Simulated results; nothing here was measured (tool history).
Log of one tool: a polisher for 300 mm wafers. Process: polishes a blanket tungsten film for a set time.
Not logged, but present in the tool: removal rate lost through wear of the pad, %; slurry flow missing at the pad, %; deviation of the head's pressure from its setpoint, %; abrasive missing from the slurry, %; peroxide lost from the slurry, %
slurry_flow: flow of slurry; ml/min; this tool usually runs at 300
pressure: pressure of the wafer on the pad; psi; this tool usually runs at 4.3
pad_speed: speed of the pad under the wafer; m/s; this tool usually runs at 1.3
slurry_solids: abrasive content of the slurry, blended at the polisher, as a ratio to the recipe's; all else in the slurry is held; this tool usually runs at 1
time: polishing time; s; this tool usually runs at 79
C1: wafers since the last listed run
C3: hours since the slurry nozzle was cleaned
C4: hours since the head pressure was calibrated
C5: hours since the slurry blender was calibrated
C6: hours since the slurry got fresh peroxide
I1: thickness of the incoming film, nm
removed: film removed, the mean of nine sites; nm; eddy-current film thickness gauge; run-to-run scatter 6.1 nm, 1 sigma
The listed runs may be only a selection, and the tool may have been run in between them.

run 1 hour=0 | slurry_flow=300 pressure=4.3 pad_speed=1.3 slurry_solids=1 time=79 | C1=0 wafers_polished_on_this_pad=3507 C3=538.9 C4=471.2 C5=379.7 C6=149.6 | I1=1582.7 | removed=556.7
run 2 hour=103.3 | slurry_flow=300 pressure=4.3 pad_speed=1.3 slurry_solids=1 time=79 | C1=1373 wafers_polished_on_this_pad=4880 C3=642.2 C4=574.5 C5=483 C6=252.9 | I1=1549.5 | removed=544.3
-- hour=105.5 slurry blender recalibrated
-- hour=161.3 slurry nozzle cleaned
run 3 hour=175.9 | slurry_flow=300 pressure=4.3 pad_speed=1.3 slurry_solids=1 time=79 | C1=925 wafers_polished_on_this_pad=5805 C3=14.6 C4=647.1 C5=70.4 C6=325.5 | I1=1568 | removed=562
-- hour=200.7 worn pad replaced by a new one
run 4 hour=240.7 | slurry_flow=300 pressure=4.3 pad_speed=1.56 slurry_solids=0.95 time=79 | C1=808 wafers_polished_on_this_pad=531 C3=79.4 C4=711.9 C5=135.2 C6=390.3 | I1=1566.4 | removed=634
run 5 hour=295.8 | slurry_flow=300 pressure=4.3 pad_speed=1.56 slurry_solids=0.95 time=79 | C1=732 wafers_polished_on_this_pad=1264 C3=134.5 C4=767 C5=190.3 C6=445.4 | I1=1547.5 | removed=615.3
-- hour=332.1 slurry tank refilled with fresh slurry and peroxide
run 6 hour=396.5 | slurry_flow=300 pressure=4.3 pad_speed=1.56 slurry_solids=0.95 time=79 | C1=1325 wafers_polished_on_this_pad=2590 C3=235.2 C4=867.7 C5=291 C6=64.4 | I1=1550.6 | removed=662
run 7 hour=448.9 | slurry_flow=300 pressure=4.3 pad_speed=1.6 slurry_solids=1 time=79 | C1=696 wafers_polished_on_this_pad=3286 C3=287.6 C4=920.1 C5=343.4 C6=116.8 | I1=1545.7 | removed=672.7
-- hour=494.7 slurry blender recalibrated
run 8 hour=539.6 | slurry_flow=300 pressure=4.3 pad_speed=1.6 slurry_solids=1 time=79 | C1=1179 wafers_polished_on_this_pad=4466 C3=378.3 C4=1010.8 C5=44.9 C6=207.5 | I1=1560.7 | removed=667.7
-- hour=612.1 worn pad replaced by a new one
run 9 hour=615.4 | slurry_flow=300 pressure=4.3 pad_speed=1.6 slurry_solids=1 time=79 | C1=954 wafers_polished_on_this_pad=44 C3=454.1 C4=1086.6 C5=120.7 C6=283.3 | I1=1554.2 | removed=655.7
-- hour=717.3 slurry tank refilled with fresh slurry and peroxide
-- hour=779.7 slurry nozzle cleaned
run 10 hour=792.1 | slurry_flow=300 pressure=4.3 pad_speed=1.3 slurry_solids=1 time=79 | C1=2322 wafers_polished_on_this_pad=2366 C3=12.4 C4=1263.3 C5=297.4 C6=74.8 | I1=1569.4 | removed=602
run 11 hour=848.8 | slurry_flow=300 pressure=4.3 pad_speed=1.3 slurry_solids=1 time=79 | C1=753 wafers_polished_on_this_pad=3120 C3=69.1 C4=1320 C5=354.1 C6=131.5 | I1=1573.7 | removed=589.7
-- hour=944.3 head pressure recalibrated
run 12 hour=949.2 | slurry_flow=300 pressure=3.5 pad_speed=1.18 slurry_solids=1 time=79 | C1=1308 wafers_polished_on_this_pad=4428 C3=169.5 C4=4.9 C5=454.5 C6=231.9 | I1=1567.9 | removed=428.6
-- hour=992.1 slurry blender recalibrated
run 13 hour=1019.7 | slurry_flow=300 pressure=3.5 pad_speed=1.18 slurry_solids=1 time=79 | C1=910 wafers_polished_on_this_pad=5339 C3=240 C4=75.4 C5=27.6 C6=302.4 | I1=1542.7 | removed=420.6
-- hour=1045.2 worn pad replaced by a new one
run 14 hour=1077.3 | slurry_flow=300 pressure=4.3 pad_speed=1.3 slurry_solids=1 time=79 | C1=712 wafers_polished_on_this_pad=427 C3=297.6 C4=133 C5=85.2 C6=360 | I1=1574.9 | removed=528
-- hour=1135.7 slurry tank refilled with fresh slurry and peroxide
run 15 hour=1177.3 | slurry_flow=265 pressure=4.7 pad_speed=1.3 slurry_solids=0.85 time=79 | C1=1316 wafers_polished_on_this_pad=1743 C3=397.6 C4=233 C5=185.2 C6=41.6 | I1=1593.2 | removed=560.1
run 16 hour=1219.5 | slurry_flow=300 pressure=4.3 pad_speed=1.72 slurry_solids=1 time=51 | C1=561 wafers_polished_on_this_pad=2304 C3=439.8 C4=275.2 C5=227.4 C6=83.8 | I1=1565.8 | removed=476.9
run 17 hour=1305.8 | slurry_flow=300 pressure=4.3 pad_speed=1.6 slurry_solids=1 time=79 | C1=1147 wafers_polished_on_this_pad=3452 C3=526.1 C4=361.5 C5=313.7 C6=170.1 | I1=1555.8 | removed=662.6
run 18 hour=1402.5 | slurry_flow=300 pressure=5.7 pad_speed=0.94 slurry_solids=1.2 time=68 | C1=1285 wafers_polished_on_this_pad=4737 C3=622.8 C4=458.2 C5=410.4 C6=266.8 | I1=1543.6 | removed=459.2
-- hour=1421.4 slurry nozzle cleaned
-- hour=1465.7 slurry blender recalibrated
run 19 hour=1473.9 | slurry_flow=300 pressure=4.3 pad_speed=1.3 slurry_solids=1 time=79 | C1=909 wafers_polished_on_this_pad=5647 C3=52.5 C4=529.6 C5=8.2 C6=338.2 | I1=1575.2 | removed=562.2
run 20 hour=1521.2 | slurry_flow=300 pressure=4.3 pad_speed=1.68 slurry_solids=1 time=79 | C1=628 wafers_polished_on_this_pad=6276 C3=99.8 C4=576.9 C5=55.5 C6=385.5 | I1=1580.8 | removed=691.4
-- hour=1538.8 worn pad replaced by a new one
-- hour=1604.4 slurry tank refilled with fresh slurry and peroxide
run 21 hour=1620.6 | slurry_flow=240 pressure=4.3 pad_speed=1.3 slurry_solids=0.9 time=79 | C1=1255 wafers_polished_on_this_pad=1073 C3=199.2 C4=676.3 C5=154.9 C6=16.2 | I1=1569.4 | removed=544.7
run 22 hour=1696.1 | slurry_flow=300 pressure=3.5 pad_speed=1.18 slurry_solids=1 time=79 | C1=1003 wafers_polished_on_this_pad=2077 C3=274.7 C4=751.8 C5=230.4 C6=91.7 | I1=1555.4 | removed=439.7
run 23 hour=1738.1 | slurry_flow=225 pressure=3.9 pad_speed=1.14 slurry_solids=1 time=79 | C1=558 wafers_polished_on_this_pad=2636 C3=316.7 C4=793.8 C5=272.4 C6=133.7 | I1=1565.1 | removed=439.2
run 24 hour=1789.7 | slurry_flow=300 pressure=3.3 pad_speed=1.3 slurry_solids=1 time=79 | C1=686 wafers_polished_on_this_pad=3322 C3=368.3 C4=845.4 C5=324 C6=185.3 | I1=1557.7 | removed=450.1
run 25 hour=1865.2 | slurry_flow=385 pressure=4.3 pad_speed=1.76 slurry_solids=1.2 time=79 | C1=1003 wafers_polished_on_this_pad=4325 C3=443.8 C4=920.9 C5=399.5 C6=260.8 | I1=1554.6 | removed=807.7
-- hour=1930.3 worn pad replaced by a new one
-- hour=1932.7 slurry blender recalibrated
run 26 hour=1956.8 | slurry_flow=300 pressure=2.9 pad_speed=1.3 slurry_solids=1 time=79 | C1=1138 wafers_polished_on_this_pad=325 C3=535.4 C4=1012.5 C5=24.1 C6=352.4 | I1=1550.4 | removed=385
-- hour=2049.7 slurry tank refilled with fresh slurry and peroxide
run 27 hour=2186.3 | slurry_flow=300 pressure=4.3 pad_speed=1.3 slurry_solids=1 time=79 | C1=3038 wafers_polished_on_this_pad=3363 C3=764.9 C4=1242 C5=253.6 C6=136.6 | I1=1546.2 | removed=557.5

Measured less the same run without the tool's hidden state. The same run-to-run variation is in both; the gauge's scatter may not be:
run=1 removed=-45.9
run=2 removed=-60.2
run=3 removed=-39.9
run=4 removed=-72.2
run=5 removed=-97.7
run=6 removed=-38.2
run=7 removed=-46.6
run=8 removed=-63.9
run=9 removed=-81.9
run=10 removed=-12.4
run=11 removed=-21.8
run=12 removed=-31.7
run=13 removed=-45.3
run=14 removed=-74.3
run=15 removed=-43.3
run=16 removed=-35.8
run=17 removed=-61.6
run=18 removed=-56.1
run=19 removed=-43.6
run=20 removed=-74.9
run=21 removed=-26
run=22 removed=-23.3
run=23 removed=-34.4
run=24 removed=-34.3
run=25 removed=-71.1
run=26 removed=-55.1
run=27 removed=-46.9

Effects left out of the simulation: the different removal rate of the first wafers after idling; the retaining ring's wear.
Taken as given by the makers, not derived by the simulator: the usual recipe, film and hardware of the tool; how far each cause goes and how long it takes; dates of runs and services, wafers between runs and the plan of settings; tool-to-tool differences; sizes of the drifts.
